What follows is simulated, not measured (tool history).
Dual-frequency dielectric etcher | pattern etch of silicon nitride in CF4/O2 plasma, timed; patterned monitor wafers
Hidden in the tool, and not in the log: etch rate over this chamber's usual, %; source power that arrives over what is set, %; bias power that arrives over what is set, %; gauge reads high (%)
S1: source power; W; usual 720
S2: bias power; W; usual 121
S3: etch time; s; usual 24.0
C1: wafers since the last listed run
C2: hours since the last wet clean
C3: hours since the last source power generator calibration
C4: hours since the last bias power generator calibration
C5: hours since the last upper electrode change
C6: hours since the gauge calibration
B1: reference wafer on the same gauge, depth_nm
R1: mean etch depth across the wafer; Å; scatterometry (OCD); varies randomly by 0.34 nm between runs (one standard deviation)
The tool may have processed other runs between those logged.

run	hour	S1	S2	S3	C1	C2	C3	C4	C5	C6	B1	R1
1	0.0	720	104	27.5	0	380.8	1664.0	4018.5	2389.8	775.6	70.8	656
2	16.3	720	104	27.5	367	397.1	1680.3	4034.8	2406.1	791.9	71.0	662
3	41.2	720	104	27.5	561	422.0	1705.2	4059.7	2431.0	816.8	71.0	663
4	57.3	720	121	24.0	362	438.1	1721.3	4075.8	2447.1	832.9	71.1	599
# hour 108.2: upper electrode replaced
5	108.7	720	121	24.0	617	489.5	1772.7	4127.2	0.5	884.3	70.6	607
6	166.3	720	128	24.0	1298	547.1	1830.3	4184.8	58.1	941.9	70.6	615
# hour 213.0: wet clean of the chamber
7	213.5	780	121	24.0	522	0.5	1877.5	4232.0	105.3	989.1	70.7	651
8	221.9	780	121	24.0	189	8.9	1885.9	4240.4	113.7	997.5	70.5	649
9	239.0	780	121	24.0	385	26.0	1903.0	4257.5	130.8	1014.6	70.4	651
10	258.3	770	135	24.0	434	45.3	1922.3	4276.8	150.1	1033.9	70.3	670
11	292.6	720	121	24.0	772	79.6	1956.6	4311.1	184.4	1068.2	70.4	594
# hour 318.0: source power generator calibrated
12	322.7	850	106	24.0	588	109.7	4.7	4341.2	214.5	1098.3	70.2	663
# hour 333.6: gauge calibrated
13	343.1	720	121	17.5	459	130.1	25.1	4361.6	234.9	9.5	72.5	449
14	369.3	720	104	27.5	590	156.3	51.3	4387.8	261.1	35.7	72.4	676
# hour 393.8: bias power generator calibrated
15	400.4	720	121	24.0	610	187.4	82.4	6.6	292.2	66.8	72.2	611
16	415.5	720	121	30.5	340	202.5	97.5	21.7	307.3	81.9	72.4	786
17	430.2	720	121	24.0	331	217.2	112.2	36.4	322.0	96.6	72.3	618
18	443.3	550	140	17.0	295	230.3	125.3	49.5	335.1	109.7	72.1	358
19	470.5	670	121	24.0	612	257.5	152.5	76.7	362.3	136.9	72.4	574
20	506.2	780	136	30.0	804	293.2	188.2	112.4	398.0	172.6	72.2	862
21	526.4	720	121	24.0	455	313.4	208.4	132.6	418.2	192.8	72.2	620
22	559.7	770	121	24.0	750	346.7	241.7	165.9	451.5	226.1	72.1	657
23	575.6	890	99	30.0	358	362.6	257.6	181.8	467.4	242.0	72.0	865
24	592.1	630	121	28.5	371	379.1	274.1	198.3	483.9	258.5	72.1	650
25	624.1	720	110	24.0	721	411.1	306.1	230.3	515.9	290.5	71.9	592
26	640.7	720	121	29.0	374	427.7	322.7	246.9	532.5	307.1	72.0	737
27	672.0	720	146	24.0	705	459.0	354.0	278.2	563.8	338.4	72.1	660
28	702.0	720	144	31.0	676	489.0	384.0	308.2	593.8	368.4	72.1	832
29	730.8	810	137	30.5	649	517.8	412.8	337.0	622.6	397.2	71.6	911
# hour 756.2: wet clean of the chamber
30	756.7	870	113	24.0	42	0.5	438.7	362.9	648.5	423.1	71.6	710
31	769.7	720	121	24.0	292	13.5	451.7	375.9	661.5	436.1	71.7	615

Entry by entry between the runs, the difference in hidden state between the last listed run before and the first listed run after:
Logged between run 4 and run 5: upper electrode replaced (hour 108.2)
  gauge reads high (%): -2.07 -> -2.21
  the result without the hidden state subtracted from the measured one, R1: -13 -> -13 Å
Logged between run 6 and run 7: wet clean of the chamber (hour 213.0)
  gauge reads high (%): -2.37 -> -2.5
  the result without the hidden state subtracted from the measured one, R1: -15 -> -17 Å
Logged between run 11 and run 12: source power generator calibrated (hour 318.0)
  gauge reads high (%): -2.72 -> -2.8
  the result without the hidden state subtracted from the measured one, R1: -17 -> -19 Å
Logged between run 12 and run 13: gauge calibrated (hour 333.6)
  gauge reads high (%): -2.8 -> 0.234
  the result without the hidden state subtracted from the measured one, R1: -19 -> +1 Å
Logged between run 14 and run 15: bias power generator calibrated (hour 393.8)
  gauge reads high (%): 0.162 -> 0.076
  the result without the hidden state subtracted from the measured one, R1: +1 -> +0 Å
Logged between run 29 and run 30: wet clean of the chamber (hour 756.2)
  gauge reads high (%): -0.833 -> -0.904
  the result without the hidden state subtracted from the measured one, R1: -7 -> -7 Å
